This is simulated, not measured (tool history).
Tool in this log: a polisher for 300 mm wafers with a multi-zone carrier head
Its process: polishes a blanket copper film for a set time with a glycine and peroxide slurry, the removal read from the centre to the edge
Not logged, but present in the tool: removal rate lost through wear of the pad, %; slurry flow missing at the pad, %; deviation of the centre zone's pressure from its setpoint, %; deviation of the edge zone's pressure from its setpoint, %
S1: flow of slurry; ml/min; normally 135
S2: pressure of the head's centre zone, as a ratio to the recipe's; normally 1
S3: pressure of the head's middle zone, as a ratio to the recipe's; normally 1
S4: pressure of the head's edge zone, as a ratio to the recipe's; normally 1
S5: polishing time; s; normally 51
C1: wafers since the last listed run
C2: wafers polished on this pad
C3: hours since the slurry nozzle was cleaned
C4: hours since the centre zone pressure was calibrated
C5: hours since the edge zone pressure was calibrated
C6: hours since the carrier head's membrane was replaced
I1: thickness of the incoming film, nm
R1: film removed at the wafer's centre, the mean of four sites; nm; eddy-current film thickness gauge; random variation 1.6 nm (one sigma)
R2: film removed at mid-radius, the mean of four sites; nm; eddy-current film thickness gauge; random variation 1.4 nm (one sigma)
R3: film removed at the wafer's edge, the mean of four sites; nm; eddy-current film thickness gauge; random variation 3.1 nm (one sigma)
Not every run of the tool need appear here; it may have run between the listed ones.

{"run": 1, "hour": 0.0, "S1": 135, "S2": 1, "S3": 1, "S4": 1, "S5": 51, "C1": 0, "C2": 838, "C3": 369.4, "C4": 320.6, "C5": 642.1, "C6": 1346.2, "I1": 1546.8, "R1": 200, "R2": 215.7, "R3": 216.5}
{"hour": 15.8, "done": "worn pad replaced by a new one"}
{"run": 2, "hour": 16.3, "S1": 135, "S2": 1.06, "S3": 1, "S4": 1, "S5": 60, "C1": 151, "C2": 5, "C3": 385.7, "C4": 336.9, "C5": 658.4, "C6": 1362.5, "I1": 1517, "R1": 251.8, "R2": 252.8, "R3": 255.8}
{"run": 3, "hour": 26.5, "S1": 135, "S2": 1.06, "S3": 1, "S4": 1, "S5": 60, "C1": 125, "C2": 131, "C3": 395.9, "C4": 347.1, "C5": 668.6, "C6": 1372.7, "I1": 1533.9, "R1": 249.2, "R2": 253.2, "R3": 254}
{"run": 4, "hour": 39.0, "S1": 135, "S2": 1, "S3": 1, "S4": 1, "S5": 51, "C1": 153, "C2": 284, "C3": 408.4, "C4": 359.6, "C5": 681.1, "C6": 1385.2, "I1": 1548.9, "R1": 200.4, "R2": 218.7, "R3": 216.7}
{"run": 5, "hour": 45.3, "S1": 135, "S2": 1, "S3": 1.05, "S4": 1.05, "S5": 43, "C1": 77, "C2": 362, "C3": 414.7, "C4": 365.9, "C5": 687.4, "C6": 1391.5, "I1": 1529, "R1": 167.3, "R2": 188.6, "R3": 183.9}
{"run": 6, "hour": 60.7, "S1": 135, "S2": 1, "S3": 0.9, "S4": 0.95, "S5": 51, "C1": 189, "C2": 551, "C3": 430.1, "C4": 381.3, "C5": 702.8, "C6": 1406.9, "I1": 1564.3, "R1": 198.7, "R2": 199.6, "R3": 216.4}
{"run": 7, "hour": 68.5, "S1": 125, "S2": 1, "S3": 1, "S4": 0.91, "S5": 51, "C1": 95, "C2": 647, "C3": 437.9, "C4": 389.1, "C5": 710.6, "C6": 1414.7, "I1": 1536.6, "R1": 194.1, "R2": 213.5, "R3": 203.3}
{"run": 8, "hour": 79.3, "S1": 135, "S2": 1, "S3": 1, "S4": 1.12, "S5": 43, "C1": 132, "C2": 780, "C3": 448.7, "C4": 399.9, "C5": 721.4, "C6": 1425.5, "I1": 1530, "R1": 167.8, "R2": 182.6, "R3": 190.2}
{"hour": 98.9, "done": "centre zone pressure recalibrated"}
{"hour": 103.3, "done": "worn pad replaced by a new one"}
{"hour": 117.6, "done": "edge zone pressure recalibrated"}
{"hour": 118.4, "done": "carrier head's membrane replaced by a new one"}
{"run": 9, "hour": 127.0, "S1": 135, "S2": 1, "S3": 1.05, "S4": 1.05, "S5": 43, "C1": 477, "C2": 256, "C3": 496.4, "C4": 28.1, "C5": 9.4, "C6": 8.6, "I1": 1543.6, "R1": 177, "R2": 191.5, "R3": 187.1}
{"hour": 132.9, "done": "slurry nozzle cleaned"}
{"run": 10, "hour": 144.6, "S1": 175, "S2": 1, "S3": 1, "S4": 1.09, "S5": 51, "C1": 204, "C2": 460, "C3": 11.7, "C4": 45.7, "C5": 27, "C6": 26.2, "I1": 1543.8, "R1": 218.8, "R2": 226.7, "R3": 236.5}
{"run": 11, "hour": 158.4, "S1": 135, "S2": 1, "S3": 1, "S4": 1, "S5": 51, "C1": 169, "C2": 630, "C3": 25.5, "C4": 59.5, "C5": 40.8, "C6": 40, "I1": 1554.8, "R1": 207.6, "R2": 220.2, "R3": 219.9}
{"run": 12, "hour": 173.0, "S1": 135, "S2": 1, "S3": 1.05, "S4": 1.05, "S5": 43, "C1": 179, "C2": 810, "C3": 40.1, "C4": 74.1, "C5": 55.4, "C6": 54.6, "I1": 1550.3, "R1": 174.4, "R2": 190.6, "R3": 189.1}

What will run 13 give?
{"hour": 179.9, "done": "worn pad replaced by a new one"}
{"run": 13, "hour": 180.4, "S1": 135, "S2": 1, "S3": 1, "S4": 1, "S5": 68, "C1": 41, "C2": 5, "C3": 47.5, "C4": 81.5, "C5": 62.8, "C6": 62, "I1": 1544.5, "R1": "?", "R2": "?", "R3": "?"}

{"run 13": {"R1": 274, "R2": 287.7, "R3": 286}}
With the hidden condition absent and the run-to-run variation left alone, this run would have shown R1 277.1 nm, R2 287.7 nm, R3 286 nm.
